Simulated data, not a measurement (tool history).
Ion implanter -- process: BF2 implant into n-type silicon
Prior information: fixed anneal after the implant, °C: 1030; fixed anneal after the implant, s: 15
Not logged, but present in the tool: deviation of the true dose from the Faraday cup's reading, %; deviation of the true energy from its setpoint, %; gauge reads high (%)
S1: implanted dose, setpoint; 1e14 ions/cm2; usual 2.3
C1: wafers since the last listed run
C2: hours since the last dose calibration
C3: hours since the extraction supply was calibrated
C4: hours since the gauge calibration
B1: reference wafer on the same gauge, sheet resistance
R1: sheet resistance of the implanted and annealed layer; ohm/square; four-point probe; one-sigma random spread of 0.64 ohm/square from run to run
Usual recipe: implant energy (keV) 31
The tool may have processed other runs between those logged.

Run 1, day 0: usual settings but S1 1.91 1e14 ions/cm2; C1 0; C2 569.2; C3 2016.6; C4 158.6; B1 460.1. Result: R1 504.85 ohm/square.
Run 2, day 1.075: usual settings but S1 1.91 1e14 ions/cm2; C1 699; C2 595; C3 2042.4; C4 184.4; B1 459.9. Result: R1 506.27 ohm/square.
Run 3, day 4.871: usual settings; C1 2468; C2 686.1; C3 2133.5; C4 275.5; B1 459.94. Result: R1 436.49 ohm/square.
At day 5.792: Faraday cup replaced and dose calibrated.
Run 4, day 6.321: usual settings; C1 726; C2 12.7; C3 2168.3; C4 310.3; B1 460. Result: R1 426.4 ohm/square.
Run 5, day 7.312: usual settings; C1 645; C2 36.5; C3 2192.1; C4 334.1; B1 459.95. Result: R1 426.43 ohm/square.
At day 8.246: extraction supply calibrated.
Run 6, day 8.308: usual settings but S1 2.62 1e14 ions/cm2; C1 430; C2 60.4; C3 1.5; C4 358; B1 459.94. Result: R1 383.05 ohm/square.
Run 7, day 9.092: usual settings but S1 2.62 1e14 ions/cm2; C1 509; C2 79.2; C3 20.3; C4 376.8; B1 460.04. Result: R1 383.28 ohm/square.
Run 8, day 9.921: usual settings but implant energy (keV) 39.5; C1 539; C2 99.1; C3 40.2; C4 396.7; B1 459.86. Result: R1 415.62 ohm/square.
At day 10.196: gauge calibrated.
Run 9, day 10.758: usual settings but S1 2.62 1e14 ions/cm2; C1 544; C2 119.2; C3 60.3; C4 13.5; B1 460. Result: R1 382.94 ohm/square.
Run 10, day 12.121: usual settings but S1 1.89 1e14 ions/cm2, implant energy (keV) 25; C1 886; C2 151.9; C3 93; C4 46.2; B1 459.84. Result: R1 515.8 ohm/square.
Run 11, day 12.85: usual settings but S1 1.75 1e14 ions/cm2, implant energy (keV) 26; C1 474; C2 169.4; C3 110.5; C4 63.7; B1 460.01. Result: R1 547.4 ohm/square.
Run 12, day 13.625: usual settings; C1 504; C2 188; C3 129.1; C4 82.3; B1 459.88. Result: R1 428.09 ohm/square.
Run 13, day 14.521: usual settings but S1 2.03 1e14 ions/cm2, implant energy (keV) 34; C1 582; C2 209.5; C3 150.6; C4 103.8; B1 459.98. Result: R1 469.66 ohm/square.
Run 14, day 15.033: usual settings but S1 2.71 1e14 ions/cm2, implant energy (keV) 37; C1 333; C2 221.8; C3 162.9; C4 116.1; B1 460.11. Result: R1 365.58 ohm/square.

Across each entry between runs, compare the hidden state at the last listed run before it with the hidden state at the first listed run after it:
After run 3, before run 4: Faraday cup replaced and dose calibrated (day 5.792)
  deviation of the true dose from the Faraday cup's reading, %: -2.54 -> -0.0502
  the result without the hidden state subtracted from the measured one, R1: +9.25 -> +0.18 ohm/square
After run 5, before run 6: extraction supply calibrated (day 8.246)
  deviation of the true dose from the Faraday cup's reading, %: -0.132 -> -0.214
  the result without the hidden state subtracted from the measured one, R1: +0.47 -> +0.69 ohm/square
After run 8, before run 9: gauge calibrated (day 10.196)
  deviation of the true dose from the Faraday cup's reading, %: -0.348 -> -0.417
  the result without the hidden state subtracted from the measured one, R1: +1.19 -> +1.34 ohm/square

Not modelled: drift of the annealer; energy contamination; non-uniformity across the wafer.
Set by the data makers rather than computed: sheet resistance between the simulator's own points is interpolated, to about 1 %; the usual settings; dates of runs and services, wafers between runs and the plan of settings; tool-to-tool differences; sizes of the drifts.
